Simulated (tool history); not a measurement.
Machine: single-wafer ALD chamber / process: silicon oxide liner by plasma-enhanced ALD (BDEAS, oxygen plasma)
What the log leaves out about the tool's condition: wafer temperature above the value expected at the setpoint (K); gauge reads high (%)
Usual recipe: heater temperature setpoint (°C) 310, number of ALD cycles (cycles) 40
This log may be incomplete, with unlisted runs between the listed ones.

run,hour,heater temperature setpoint (°C),number of ALD cycles (cycles),wafers since the last listed run,hours since the last thermocouple change,hours since the gauge calibration,"read-back reference wafer on the same gauge, thickness_nm",mean film thickness on the monitor wafer (Å)
1,0.0,310,38,0,974.5,1350.5,3.839,35.85
2,55.2,310,38,458,1029.7,1405.7,3.841,35.70
3,112.8,310,40,478,1087.3,1463.3,3.845,37.82
4,218.2,310,40,876,1192.7,1568.7,3.844,37.64
5,275.9,310,40,479,1250.4,1626.4,3.844,37.56
6,334.4,310,40,486,1308.9,1684.9,3.846,37.65
7,410.9,310,40,636,1385.4,1761.4,3.850,37.52
8,485.5,310,40,620,1460.0,1836.0,3.849,37.76
9,588.0,310,44,852,1562.5,1938.5,3.852,41.51
# hour 609.4: thermocouple changed; heater temperature recalibrated
10,685.1,310,40,740,75.7,2035.6,3.852,37.69
11,726.7,310,40,345,117.3,2077.2,3.853,37.56
12,825.7,310,40,823,216.3,2176.2,3.855,37.88
13,1047.8,310,40,1846,438.4,2398.3,3.862,37.84
14,1102.4,318,40,453,493.0,2452.9,3.862,37.52
15,1178.7,318,40,634,569.3,2529.2,3.862,37.40
16,1215.1,318,40,302,605.7,2565.6,3.861,37.25
17,1290.3,301,40,625,680.9,2640.8,3.867,38.29
18,1365.8,301,40,627,756.4,2716.3,3.865,38.42
19,1452.5,310,42,720,843.1,2803.0,3.868,39.75
20,1501.0,310,42,403,891.6,2851.5,3.866,39.67
21,1569.9,310,46,572,960.5,2920.4,3.870,43.70
22,1665.7,310,46,796,1056.3,3016.2,3.869,43.60
23,1716.0,306,45,418,1106.6,3066.5,3.873,42.89
24,1802.5,310,34,719,1193.1,3153.0,3.875,32.28
# hour 1849.8: thermocouple changed; heater temperature recalibrated
25,1875.3,299,48,538,25.5,3225.8,3.877,46.23
26,1914.0,310,40,321,64.2,3264.5,3.876,38.06
27,2013.2,298,42,824,163.4,3363.7,3.878,40.54
28,2109.7,321,43,802,259.9,3460.2,3.881,40.54
29,2169.5,310,43,497,319.7,3520.0,3.879,40.95
30,2394.2,302,36,1868,544.4,3744.7,3.887,34.55
31,2441.9,310,33,396,592.1,3792.4,3.889,31.32
32,2500.4,322,47,486,650.6,3850.9,3.888,44.05
33,2599.7,310,40,825,749.9,3950.2,3.886,38.18
34,2682.2,310,40,685,832.4,4032.7,3.887,38.18
35,2757.5,321,44,626,907.7,4108.0,3.890,41.27
36,2863.7,301,32,883,1013.9,4214.2,3.890,30.89
# hour 2928.1: gauge calibrated
37,2946.3,310,40,686,1096.5,18.2,3.799,37.19
38,3047.4,310,40,840,1197.6,119.3,3.802,37.29

The next listed run, before its measurement:
# hour 3072.7: thermocouple changed; heater temperature recalibrated
39,3085.7,316,47,251,13.0,157.6,?,?

Run 39 yielded read-back reference wafer on the same gauge, thickness_nm 3.802, mean film thickness on the monitor wafer (Å) 43.41.
Had the tool carried no hidden state, the very same run would have given mean film thickness on the monitor wafer (Å) 43.40.
